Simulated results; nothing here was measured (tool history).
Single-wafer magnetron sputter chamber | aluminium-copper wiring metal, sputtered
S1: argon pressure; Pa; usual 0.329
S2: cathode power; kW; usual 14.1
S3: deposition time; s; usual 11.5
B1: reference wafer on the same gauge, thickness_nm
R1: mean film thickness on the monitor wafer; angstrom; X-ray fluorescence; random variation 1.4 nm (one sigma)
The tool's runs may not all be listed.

run,hour,S1,S2,S3,B1,R1
1,0,0.329,14.1,11.5,296.644,2723.69
2,13.5,0.329,14.1,11.5,297.153,2746.4
3,26.5,0.329,14.1,11.5,297.206,2752.68
4,58.5,0.329,14.1,11.5,297.426,2724.23
5,91.3,0.329,14.1,11.5,297.457,2739.18
6,110.7,0.329,12.05,11.5,296.803,2349.77
# hour 121.3: magnet pack replaced, of another model than before
7,131.9,0.329,14.1,11.5,296.08,2714.72
8,150.7,0.329,16.7,11.5,296.685,3201.04
# hour 160.7: gauge calibrated
9,175.1,0.374,14.1,9.8,297.375,2303.72
# hour 201.5: sputter target and shields replaced
10,209.5,0.329,16.4,10.4,297.06,2947.9
11,232.1,0.278,11.75,9.9,297.043,2049.2
# hour 261.9: capacitance manometer re-zeroed and calibrated
12,268.1,0.288,12.15,10.6,297.14,2226.17
13,301.2,0.329,14.1,11.5,297.006,2777.24
14,313.4,0.273,11.5,9.4,296.814,1877.18
15,348.9,0.401,10.8,10.6,296.822,1932.57

3 ways to go on from here, each from the tool as it stands after run 15. What would each give?
A,349.3,0.329,14.1,9.9,?,?
B,349.3,0.329,14.1,12.7,?,?
C,349.3,0.411,14.1,11.5,?,?

run,B1,R1
A,296.871,2362.37
B,296.871,3030.51
C,296.871,2704.41
Without the tool's hidden state the same runs would have given:
run,R1
A,2458.64
B,3154.01
C,2814.62
